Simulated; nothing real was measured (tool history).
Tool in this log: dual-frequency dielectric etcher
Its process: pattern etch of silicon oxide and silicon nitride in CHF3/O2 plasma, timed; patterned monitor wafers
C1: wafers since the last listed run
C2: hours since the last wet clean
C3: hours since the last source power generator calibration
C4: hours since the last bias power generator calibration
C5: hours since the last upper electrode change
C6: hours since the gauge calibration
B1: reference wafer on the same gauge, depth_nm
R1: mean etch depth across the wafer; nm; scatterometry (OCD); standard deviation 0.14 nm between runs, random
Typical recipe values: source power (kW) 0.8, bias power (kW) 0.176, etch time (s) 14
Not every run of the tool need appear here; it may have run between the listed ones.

{"run": 1, "day": 0.0, "source power (kW)": 0.8, "bias power (kW)": 0.176, "etch time (s)": 14, "C1": 0, "C2": 518.9, "C3": 1778.2, "C4": 1714.7, "C5": 3098.2, "C6": 2740, "B1": 22.78, "R1": 20.97}
{"day": 1.146, "done": "wet clean of the chamber"}
{"run": 2, "day": 1.496, "source power (kW)": 0.8, "bias power (kW)": 0.176, "etch time (s)": 14, "C1": 139, "C2": 8.4, "C3": 1814.1, "C4": 1750.6, "C5": 3134.1, "C6": 2775.9, "B1": 22.74, "R1": 22.03}
{"run": 3, "day": 2.883, "source power (kW)": 0.8, "bias power (kW)": 0.176, "etch time (s)": 14, "C1": 391, "C2": 41.7, "C3": 1847.4, "C4": 1783.9, "C5": 3167.4, "C6": 2809.2, "B1": 22.78, "R1": 21.86}
{"run": 4, "day": 3.925, "source power (kW)": 0.8, "bias power (kW)": 0.15, "etch time (s)": 14, "C1": 294, "C2": 66.7, "C3": 1872.4, "C4": 1808.9, "C5": 3192.4, "C6": 2834.2, "B1": 22.73, "R1": 21.09}
{"day": 4.308, "done": "bias power generator calibrated"}
{"day": 4.579, "done": "gauge calibrated"}
{"run": 5, "day": 6.225, "source power (kW)": 0.8, "bias power (kW)": 0.15, "etch time (s)": 14, "C1": 602, "C2": 121.9, "C3": 1927.6, "C4": 46, "C5": 3247.6, "C6": 39.5, "B1": 22.83, "R1": 21.14}
{"run": 6, "day": 8.058, "source power (kW)": 0.8, "bias power (kW)": 0.15, "etch time (s)": 14, "C1": 517, "C2": 165.9, "C3": 1971.6, "C4": 90, "C5": 3291.6, "C6": 83.5, "B1": 22.79, "R1": 20.99}
{"run": 7, "day": 9.362, "source power (kW)": 0.8, "bias power (kW)": 0.176, "etch time (s)": 14, "C1": 368, "C2": 197.2, "C3": 2002.9, "C4": 121.3, "C5": 3322.9, "C6": 114.8, "B1": 22.82, "R1": 21.64}
{"run": 8, "day": 11.4, "source power (kW)": 0.88, "bias power (kW)": 0.154, "etch time (s)": 14, "C1": 575, "C2": 246.1, "C3": 2051.8, "C4": 170.2, "C5": 3371.8, "C6": 163.7, "B1": 22.83, "R1": 21.54}
{"run": 9, "day": 13.346, "source power (kW)": 0.8, "bias power (kW)": 0.176, "etch time (s)": 14, "C1": 549, "C2": 292.8, "C3": 2098.5, "C4": 216.9, "C5": 3418.5, "C6": 210.4, "B1": 22.8, "R1": 21.71}
{"day": 19.758, "done": "wet clean of the chamber"}
{"run": 10, "day": 20.604, "source power (kW)": 0.8, "bias power (kW)": 0.191, "etch time (s)": 11.5, "C1": 1766, "C2": 20.3, "C3": 2272.7, "C4": 391.1, "C5": 3592.7, "C6": 384.6, "B1": 22.83, "R1": 18.57}
{"run": 11, "day": 23.567, "source power (kW)": 0.6, "bias power (kW)": 0.195, "etch time (s)": 11.5, "C1": 836, "C2": 91.4, "C3": 2343.8, "C4": 462.2, "C5": 3663.8, "C6": 455.7, "B1": 22.88, "R1": 17.17}
{"run": 12, "day": 26.367, "source power (kW)": 0.67, "bias power (kW)": 0.176, "etch time (s)": 14, "C1": 790, "C2": 158.6, "C3": 2411, "C4": 529.4, "C5": 3731, "C6": 522.9, "B1": 22.91, "R1": 20.78}
{"run": 13, "day": 29.071, "source power (kW)": 0.97, "bias power (kW)": 0.139, "etch time (s)": 11, "C1": 763, "C2": 223.5, "C3": 2475.9, "C4": 594.3, "C5": 3795.9, "C6": 587.8, "B1": 22.77, "R1": 17.08}
{"run": 14, "day": 31.546, "source power (kW)": 0.71, "bias power (kW)": 0.196, "etch time (s)": 17.5, "C1": 698, "C2": 282.9, "C3": 2535.3, "C4": 653.7, "C5": 3855.3, "C6": 647.2, "B1": 22.87, "R1": 26.43}
{"run": 15, "day": 34.438, "source power (kW)": 0.8, "bias power (kW)": 0.196, "etch time (s)": 14, "C1": 816, "C2": 352.3, "C3": 2604.7, "C4": 723.1, "C5": 3924.7, "C6": 716.6, "B1": 22.82, "R1": 21.89}
{"day": 37.217, "done": "upper electrode replaced"}
{"run": 16, "day": 38.804, "source power (kW)": 0.92, "bias power (kW)": 0.176, "etch time (s)": 13, "C1": 950, "C2": 457.1, "C3": 2709.5, "C4": 827.9, "C5": 38.1, "C6": 821.4, "B1": 22.81, "R1": 20.38}
{"day": 40.175, "done": "wet clean of the chamber"}
{"run": 17, "day": 40.196, "source power (kW)": 0.71, "bias power (kW)": 0.152, "etch time (s)": 16.5, "C1": 110, "C2": 0.5, "C3": 2742.9, "C4": 861.3, "C5": 71.5, "C6": 854.8, "B1": 22.81, "R1": 24.84}
{"run": 18, "day": 41.267, "source power (kW)": 0.8, "bias power (kW)": 0.176, "etch time (s)": 14, "C1": 302, "C2": 26.2, "C3": 2768.6, "C4": 887, "C5": 97.2, "C6": 880.5, "B1": 22.86, "R1": 21.89}
{"day": 43.179, "done": "source power generator calibrated"}
{"run": 19, "day": 43.25, "source power (kW)": 1, "bias power (kW)": 0.133, "etch time (s)": 17.5, "C1": 512, "C2": 73.8, "C3": 1.7, "C4": 934.6, "C5": 144.8, "C6": 928.1, "B1": 22.85, "R1": 27.78}
{"run": 20, "day": 44.292, "source power (kW)": 0.8, "bias power (kW)": 0.176, "etch time (s)": 14, "C1": 294, "C2": 98.8, "C3": 26.7, "C4": 959.6, "C5": 169.8, "C6": 953.1, "B1": 22.79, "R1": 21.7}
{"run": 21, "day": 46.85, "source power (kW)": 0.8, "bias power (kW)": 0.176, "etch time (s)": 14, "C1": 722, "C2": 160.2, "C3": 88.1, "C4": 1021, "C5": 231.2, "C6": 1014.5, "B1": 22.78, "R1": 21.63}
{"run": 22, "day": 49.312, "source power (kW)": 0.9, "bias power (kW)": 0.176, "etch time (s)": 15.5, "C1": 695, "C2": 219.3, "C3": 147.2, "C4": 1080.1, "C5": 290.3, "C6": 1073.6, "B1": 22.76, "R1": 24.97}
{"run": 23, "day": 50.492, "source power (kW)": 0.9, "bias power (kW)": 0.133, "etch time (s)": 16, "C1": 332, "C2": 247.6, "C3": 175.5, "C4": 1108.4, "C5": 318.6, "C6": 1101.9, "B1": 22.8, "R1": 23.98}
{"run": 24, "day": 52.6, "source power (kW)": 0.8, "bias power (kW)": 0.176, "etch time (s)": 14, "C1": 595, "C2": 298.2, "C3": 226.1, "C4": 1159, "C5": 369.2, "C6": 1152.5, "B1": 22.78, "R1": 21.22}
{"run": 25, "day": 53.838, "source power (kW)": 0.74, "bias power (kW)": 0.159, "etch time (s)": 15, "C1": 349, "C2": 327.9, "C3": 255.8, "C4": 1188.7, "C5": 398.9, "C6": 1182.2, "B1": 22.86, "R1": 22.02}
{"run": 26, "day": 56.438, "source power (kW)": 0.8, "bias power (kW)": 0.176, "etch time (s)": 14, "C1": 733, "C2": 390.3, "C3": 318.2, "C4": 1251.1, "C5": 461.3, "C6": 1244.6, "B1": 22.83, "R1": 21.15}
{"day": 60.125, "done": "wet clean of the chamber"}
{"run": 27, "day": 60.146, "source power (kW)": 0.86, "bias power (kW)": 0.217, "etch time (s)": 16.5, "C1": 764, "C2": 0.5, "C3": 407.2, "C4": 1340.1, "C5": 550.3, "C6": 1333.6, "B1": 22.81, "R1": 27.9}
{"run": 28, "day": 66.046, "source power (kW)": 0.9, "bias power (kW)": 0.133, "etch time (s)": 16, "C1": 1665, "C2": 142.1, "C3": 548.8, "C4": 1481.7, "C5": 691.9, "C6": 1475.2, "B1": 22.75, "R1": 24.46}
{"run": 29, "day": 68.554, "source power (kW)": 0.94, "bias power (kW)": 0.156, "etch time (s)": 13, "C1": 708, "C2": 202.3, "C3": 609, "C4": 1541.9, "C5": 752.1, "C6": 1535.4, "B1": 22.83, "R1": 20.37}

Predict each of these 4 candidate next runs independently; none follows another, all start after run 29:
{"run": "A", "day": 68.571, "source power (kW)": 0.8, "bias power (kW)": 0.176, "etch time (s)": 14, "C1": 4, "C2": 202.7, "C3": 609.4, "C4": 1542.3, "C5": 752.5, "C6": 1535.8, "B1": "?", "R1": "?"}
{"run": "B", "day": 68.571, "source power (kW)": 0.72, "bias power (kW)": 0.139, "etch time (s)": 10, "C1": 4, "C2": 202.7, "C3": 609.4, "C4": 1542.3, "C5": 752.5, "C6": 1535.8, "B1": "?", "R1": "?"}
{"run": "C", "day": 68.571, "source power (kW)": 0.8, "bias power (kW)": 0.164, "etch time (s)": 16, "C1": 4, "C2": 202.7, "C3": 609.4, "C4": 1542.3, "C5": 752.5, "C6": 1535.8, "B1": "?", "R1": "?"}
{"run": "D", "day": 68.571, "source power (kW)": 0.66, "bias power (kW)": 0.133, "etch time (s)": 14, "C1": 4, "C2": 202.7, "C3": 609.4, "C4": 1542.3, "C5": 752.5, "C6": 1535.8, "B1": "?", "R1": "?"}

run=A B1=22.85 R1=21.63
run=B B1=22.85 R1=14.33
run=C B1=22.85 R1=24.35
run=D B1=22.85 R1=19.47
Without the tool's hidden state the same runs would have given:
run=A R1=22.2
run=B R1=14.7
run=C R1=24.99
run=D R1=19.98

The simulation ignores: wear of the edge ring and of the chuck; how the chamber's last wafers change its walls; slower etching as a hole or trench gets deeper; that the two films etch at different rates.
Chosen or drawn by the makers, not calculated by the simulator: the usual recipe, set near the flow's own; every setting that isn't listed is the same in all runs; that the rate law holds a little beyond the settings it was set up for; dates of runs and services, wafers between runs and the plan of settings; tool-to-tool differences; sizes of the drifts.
